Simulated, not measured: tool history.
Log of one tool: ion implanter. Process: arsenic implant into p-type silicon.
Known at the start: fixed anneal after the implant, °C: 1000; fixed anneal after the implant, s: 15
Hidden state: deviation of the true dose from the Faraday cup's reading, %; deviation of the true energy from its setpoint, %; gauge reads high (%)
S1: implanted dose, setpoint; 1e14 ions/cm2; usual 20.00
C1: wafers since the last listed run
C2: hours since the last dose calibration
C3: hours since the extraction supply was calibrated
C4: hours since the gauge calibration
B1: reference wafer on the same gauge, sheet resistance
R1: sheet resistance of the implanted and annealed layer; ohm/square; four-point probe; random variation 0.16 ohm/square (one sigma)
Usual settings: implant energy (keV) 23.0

{"run": 1, "hour": 0.0, "S1": 20.0, "implant energy (keV)": 23.0, "C1": 0, "C2": 808.2, "C3": 6443.3, "C4": 352.1, "B1": 124.95, "R1": 105.01}
{"run": 2, "hour": 32.5, "S1": 20.0, "implant energy (keV)": 23.0, "C1": 550, "C2": 840.7, "C3": 6475.8, "C4": 384.6, "B1": 125.06, "R1": 105.02}
{"hour": 85.3, "done": "gauge calibrated"}
{"run": 3, "hour": 111.8, "S1": 20.0, "implant energy (keV)": 23.0, "C1": 1343, "C2": 920.0, "C3": 6555.1, "C4": 26.5, "B1": 124.96, "R1": 105.09}
{"run": 4, "hour": 138.9, "S1": 21.52, "implant energy (keV)": 23.0, "C1": 459, "C2": 947.1, "C3": 6582.2, "C4": 53.6, "B1": 125.03, "R1": 103.84}
{"run": 5, "hour": 187.0, "S1": 21.52, "implant energy (keV)": 23.0, "C1": 815, "C2": 995.2, "C3": 6630.3, "C4": 101.7, "B1": 125.07, "R1": 104.07}
{"run": 6, "hour": 248.9, "S1": 22.29, "implant energy (keV)": 25.0, "C1": 1048, "C2": 1057.1, "C3": 6692.2, "C4": 163.6, "B1": 125.0, "R1": 99.9}
{"run": 7, "hour": 297.5, "S1": 22.29, "implant energy (keV)": 25.0, "C1": 823, "C2": 1105.7, "C3": 6740.8, "C4": 212.2, "B1": 125.0, "R1": 99.77}
{"run": 8, "hour": 352.4, "S1": 20.0, "implant energy (keV)": 23.0, "C1": 930, "C2": 1160.6, "C3": 6795.7, "C4": 267.1, "B1": 125.01, "R1": 105.4}
{"run": 9, "hour": 383.9, "S1": 21.6, "implant energy (keV)": 15.5, "C1": 533, "C2": 1192.1, "C3": 6827.2, "C4": 298.6, "B1": 125.03, "R1": 120.36}
{"hour": 432.2, "done": "extraction supply calibrated"}
{"run": 10, "hour": 450.2, "S1": 25.7, "implant energy (keV)": 30.0, "C1": 987, "C2": 1258.4, "C3": 18.0, "C4": 364.9, "B1": 125.05, "R1": 90.26}
{"hour": 542.9, "done": "Faraday cup replaced and dose calibrated"}
{"hour": 595.3, "done": "gauge calibrated"}
{"run": 11, "hour": 653.1, "S1": 20.0, "implant energy (keV)": 23.0, "C1": 3302, "C2": 110.2, "C3": 220.9, "C4": 57.8, "B1": 124.96, "R1": 104.61}
{"run": 12, "hour": 695.1, "S1": 15.03, "implant energy (keV)": 23.0, "C1": 711, "C2": 152.2, "C3": 262.9, "C4": 99.8, "B1": 125.03, "R1": 111.02}
{"run": 13, "hour": 765.7, "S1": 20.0, "implant energy (keV)": 28.0, "C1": 1196, "C2": 222.8, "C3": 333.5, "C4": 170.4, "B1": 125.04, "R1": 95.93}
{"run": 14, "hour": 834.5, "S1": 16.71, "implant energy (keV)": 30.0, "C1": 1165, "C2": 291.6, "C3": 402.3, "C4": 239.2, "B1": 125.0, "R1": 97.64}
{"run": 15, "hour": 903.8, "S1": 16.07, "implant energy (keV)": 17.0, "C1": 1174, "C2": 360.9, "C3": 471.6, "C4": 308.5, "B1": 124.97, "R1": 122.41}

Forecast each of these 3 alternatives for the next run:
{"run": "A", "hour": 904.2, "S1": 20.0, "implant energy (keV)": 23.0, "C1": 6, "C2": 361.3, "C3": 472.0, "C4": 308.9, "B1": "?", "R1": "?"}
{"run": "B", "hour": 904.2, "S1": 20.0, "implant energy (keV)": 17.0, "C1": 6, "C2": 361.3, "C3": 472.0, "C4": 308.9, "B1": "?", "R1": "?"}
{"run": "C", "hour": 904.2, "S1": 25.9, "implant energy (keV)": 25.0, "C1": 6, "C2": 361.3, "C3": 472.0, "C4": 308.9, "B1": "?", "R1": "?"}

run=A B1=125.01 R1=104.94
run=B B1=125.01 R1=118.05
run=C B1=125.01 R1=97.70
Without the tool's hidden state the same runs would have given:
run=A R1=104.57
run=B R1=117.67
run=C R1=97.45
